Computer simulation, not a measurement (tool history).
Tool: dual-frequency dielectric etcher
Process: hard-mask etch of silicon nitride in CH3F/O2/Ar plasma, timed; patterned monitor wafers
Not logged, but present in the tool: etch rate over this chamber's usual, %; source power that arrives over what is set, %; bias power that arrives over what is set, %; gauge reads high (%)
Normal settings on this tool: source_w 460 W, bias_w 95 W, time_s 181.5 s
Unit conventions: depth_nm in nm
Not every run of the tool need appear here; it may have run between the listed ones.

| run | day | source_w | bias_w | time_s | wafers since the last listed run | hours since the last wet clean | hours since the last source power generator calibration | hours since the last bias power generator calibration | hours since the last upper electrode change | hours since the gauge calibration | read-back reference wafer on the same gauge, depth_nm | depth_nm |
|---|---|---|---|---|---|---|---|---|---|---|---|---|
| 1 | 0.000 | 460 | 95 | 181.5 | 0 | 203.5 | 3090.3 | 2535.7 | 2075.6 | 1718.3 | 150.9 | 143.9 |
| 2 | 4.108 | 400 | 95 | 181.5 | 889 | 302.1 | 3188.9 | 2634.3 | 2174.2 | 1816.9 | 151.0 | 138.9 |
|  | 14.929 | source power generator calibrated |
| 3 | 15.475 | 400 | 95 | 181.5 | 2425 | 574.9 | 13.1 | 2907.1 | 2447.0 | 2089.7 | 151.0 | 141.2 |
| 4 | 18.117 | 460 | 95 | 181.5 | 572 | 638.3 | 76.5 | 2970.5 | 2510.4 | 2153.1 | 151.0 | 150.0 |
|  | 18.725 | bias power generator calibrated |
| 5 | 20.242 | 460 | 95 | 181.5 | 424 | 689.3 | 127.5 | 36.4 | 2561.4 | 2204.1 | 150.8 | 148.0 |
|  | 23.996 | wet clean of the chamber |
| 6 | 28.175 | 460 | 95 | 181.5 | 1501 | 100.3 | 317.9 | 226.8 | 2751.8 | 2394.5 | 151.0 | 141.7 |
| 7 | 30.933 | 460 | 95 | 181.5 | 597 | 166.5 | 384.1 | 293.0 | 2818.0 | 2460.7 | 150.9 | 142.0 |
| 8 | 33.046 | 460 | 95 | 181.5 | 457 | 217.2 | 434.8 | 343.7 | 2868.7 | 2511.4 | 151.1 | 142.8 |
| 9 | 36.242 | 460 | 95 | 181.5 | 692 | 293.9 | 511.5 | 420.4 | 2945.4 | 2588.1 | 150.9 | 144.1 |
| 10 | 37.858 | 460 | 95 | 181.5 | 350 | 332.7 | 550.3 | 459.2 | 2984.2 | 2626.9 | 151.0 | 144.8 |
| 11 | 40.908 | 460 | 95 | 181.5 | 660 | 405.9 | 623.5 | 532.4 | 3057.4 | 2700.1 | 150.9 | 144.5 |
| 12 | 45.221 | 460 | 95 | 181.5 | 933 | 509.4 | 727.0 | 635.9 | 3160.9 | 2803.6 | 151.0 | 145.5 |
|  | 46.788 | gauge calibrated |
| 13 | 48.217 | 420 | 81 | 181.5 | 648 | 581.3 | 798.9 | 707.8 | 3232.8 | 34.3 | 151.0 | 132.6 |
| 14 | 51.100 | 390 | 78 | 199.0 | 624 | 650.5 | 868.1 | 777.0 | 3302.0 | 103.5 | 150.9 | 139.7 |
|  | 52.808 | wet clean of the chamber |
| 15 | 53.588 | 460 | 86 | 181.5 | 322 | 18.7 | 927.8 | 836.7 | 3361.7 | 163.2 | 150.9 | 134.8 |
| 16 | 56.988 | 360 | 119 | 200.5 | 736 | 100.3 | 1009.4 | 918.3 | 3443.3 | 244.8 | 150.9 | 157.1 |
| 17 | 60.729 | 410 | 83 | 159.0 | 810 | 190.1 | 1099.2 | 1008.1 | 3533.1 | 334.6 | 151.2 | 112.6 |
|  | 65.483 | upper electrode replaced |
| 18 | 73.688 | 460 | 86 | 158.5 | 2589 | 501.1 | 1410.2 | 1319.1 | 196.9 | 645.6 | 151.2 | 123.4 |
| 19 | 75.629 | 370 | 95 | 152.5 | 420 | 547.7 | 1456.8 | 1365.7 | 243.5 | 692.2 | 150.9 | 113.5 |

Run 20, settings as shown, results not yet in. Your forecast:
|  | 78.771 | wet clean of the chamber |
| 20 | 78.792 | 460 | 95 | 181.5 | 468 | 0.5 | 1532.7 | 1441.6 | 319.4 | 768.1 | ? | ? |

read-back reference wafer on the same gauge, depth_nm: 151.1
depth_nm: 144.1 nm
Minus the tool's unlogged condition, the same run would have read depth_nm 140.2 nm.
